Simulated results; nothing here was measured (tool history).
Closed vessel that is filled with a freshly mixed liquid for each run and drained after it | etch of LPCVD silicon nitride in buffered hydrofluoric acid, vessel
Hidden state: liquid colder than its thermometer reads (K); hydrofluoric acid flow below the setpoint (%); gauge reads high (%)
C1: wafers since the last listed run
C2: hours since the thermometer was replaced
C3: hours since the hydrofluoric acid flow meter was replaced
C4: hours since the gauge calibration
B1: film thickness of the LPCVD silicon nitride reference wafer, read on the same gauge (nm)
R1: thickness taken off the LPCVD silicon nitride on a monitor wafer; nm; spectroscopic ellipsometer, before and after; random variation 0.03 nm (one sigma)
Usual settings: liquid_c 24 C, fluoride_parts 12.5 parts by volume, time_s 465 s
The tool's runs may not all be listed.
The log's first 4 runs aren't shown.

{"run": 5, "hour": 274.3, "liquid_c": 24, "fluoride_parts": 12.5, "time_s": 465, "C1": 2807, "C2": 846.7, "C3": 431.5, "C4": 1807.2, "B1": 69.97, "R1": 4.294}
{"run": 6, "hour": 364.5, "liquid_c": 24, "fluoride_parts": 12.5, "time_s": 465, "C1": 4706, "C2": 936.9, "C3": 521.7, "C4": 1897.4, "B1": 70.022, "R1": 4.256}
{"hour": 415.0, "done": "gauge calibrated"}
{"run": 7, "hour": 462.4, "liquid_c": 24, "fluoride_parts": 12.5, "time_s": 465, "C1": 5108, "C2": 1034.8, "C3": 619.6, "C4": 47.4, "B1": 70.009, "R1": 4.264}
{"hour": 486.8, "done": "thermometer replaced"}
{"run": 8, "hour": 553.6, "liquid_c": 24, "fluoride_parts": 12.5, "time_s": 465, "C1": 4706, "C2": 66.8, "C3": 710.8, "C4": 138.6, "B1": 70.019, "R1": 4.421}
{"hour": 557.7, "done": "hydrofluoric acid flow meter replaced"}
{"run": 9, "hour": 602.7, "liquid_c": 24, "fluoride_parts": 12.5, "time_s": 465, "C1": 2509, "C2": 115.9, "C3": 45, "C4": 187.7, "B1": 70.022, "R1": 4.577}
{"run": 10, "hour": 697.8, "liquid_c": 24, "fluoride_parts": 12.5, "time_s": 465, "C1": 4961, "C2": 211, "C3": 140.1, "C4": 282.8, "B1": 69.981, "R1": 4.553}
{"run": 11, "hour": 763.2, "liquid_c": 24, "fluoride_parts": 14.5, "time_s": 545, "C1": 3412, "C2": 276.4, "C3": 205.5, "C4": 348.2, "B1": 70.016, "R1": 4.579}
{"run": 12, "hour": 836.2, "liquid_c": 24, "fluoride_parts": 14.5, "time_s": 545, "C1": 3808, "C2": 349.4, "C3": 278.5, "C4": 421.2, "B1": 70.022, "R1": 4.586}
{"run": 13, "hour": 884.0, "liquid_c": 24, "fluoride_parts": 12.5, "time_s": 610, "C1": 2494, "C2": 397.2, "C3": 326.3, "C4": 469, "B1": 70.02, "R1": 5.893}
{"run": 14, "hour": 949.7, "liquid_c": 22, "fluoride_parts": 15.5, "time_s": 740, "C1": 3427, "C2": 462.9, "C3": 392, "C4": 534.7, "B1": 70.014, "R1": 5.113}
{"run": 15, "hour": 1045.9, "liquid_c": 24, "fluoride_parts": 8.5, "time_s": 570, "C1": 5019, "C2": 559.1, "C3": 488.2, "C4": 630.9, "B1": 69.993, "R1": 7.54}
{"run": 16, "hour": 1094.8, "liquid_c": 26.5, "fluoride_parts": 12.5, "time_s": 465, "C1": 2551, "C2": 608, "C3": 537.1, "C4": 679.8, "B1": 69.995, "R1": 4.921}
{"run": 17, "hour": 1179.4, "liquid_c": 24, "fluoride_parts": 12.5, "time_s": 640, "C1": 4414, "C2": 692.6, "C3": 621.7, "C4": 764.4, "B1": 70.003, "R1": 5.98}
{"run": 18, "hour": 1260.8, "liquid_c": 24, "fluoride_parts": 12.5, "time_s": 740, "C1": 4247, "C2": 774, "C3": 703.1, "C4": 845.8, "B1": 70.004, "R1": 6.831}
{"run": 19, "hour": 1302.9, "liquid_c": 21, "fluoride_parts": 12.5, "time_s": 305, "C1": 2196, "C2": 816.1, "C3": 745.2, "C4": 887.9, "B1": 70.028, "R1": 2.36}
{"hour": 1312.0, "done": "hydrofluoric acid flow meter replaced"}
{"run": 20, "hour": 1358.5, "liquid_c": 25.5, "fluoride_parts": 12.5, "time_s": 465, "C1": 2848, "C2": 871.7, "C3": 46.5, "C4": 943.5, "B1": 70.022, "R1": 4.838}
{"run": 21, "hour": 1396.3, "liquid_c": 21, "fluoride_parts": 14.5, "time_s": 465, "C1": 1972, "C2": 909.5, "C3": 84.3, "C4": 981.3, "B1": 70.009, "R1": 3.2}
{"hour": 1409.0, "done": "thermometer replaced"}
{"run": 22, "hour": 1464.4, "liquid_c": 24, "fluoride_parts": 17, "time_s": 615, "C1": 3501, "C2": 55.4, "C3": 152.4, "C4": 1049.4, "B1": 69.983, "R1": 4.532}

Run 23 comes next. What will it give?
{"run": 23, "hour": 1557.1, "liquid_c": 29, "fluoride_parts": 9.5, "time_s": 240, "C1": 4836, "C2": 148.1, "C3": 245.1, "C4": 1142.1, "B1": "?", "R1": "?"}

{"run 23": {"B1": 69.992, "R1": 3.996}}
Without the tool's hidden state the same run would have given R1 4.074 nm.

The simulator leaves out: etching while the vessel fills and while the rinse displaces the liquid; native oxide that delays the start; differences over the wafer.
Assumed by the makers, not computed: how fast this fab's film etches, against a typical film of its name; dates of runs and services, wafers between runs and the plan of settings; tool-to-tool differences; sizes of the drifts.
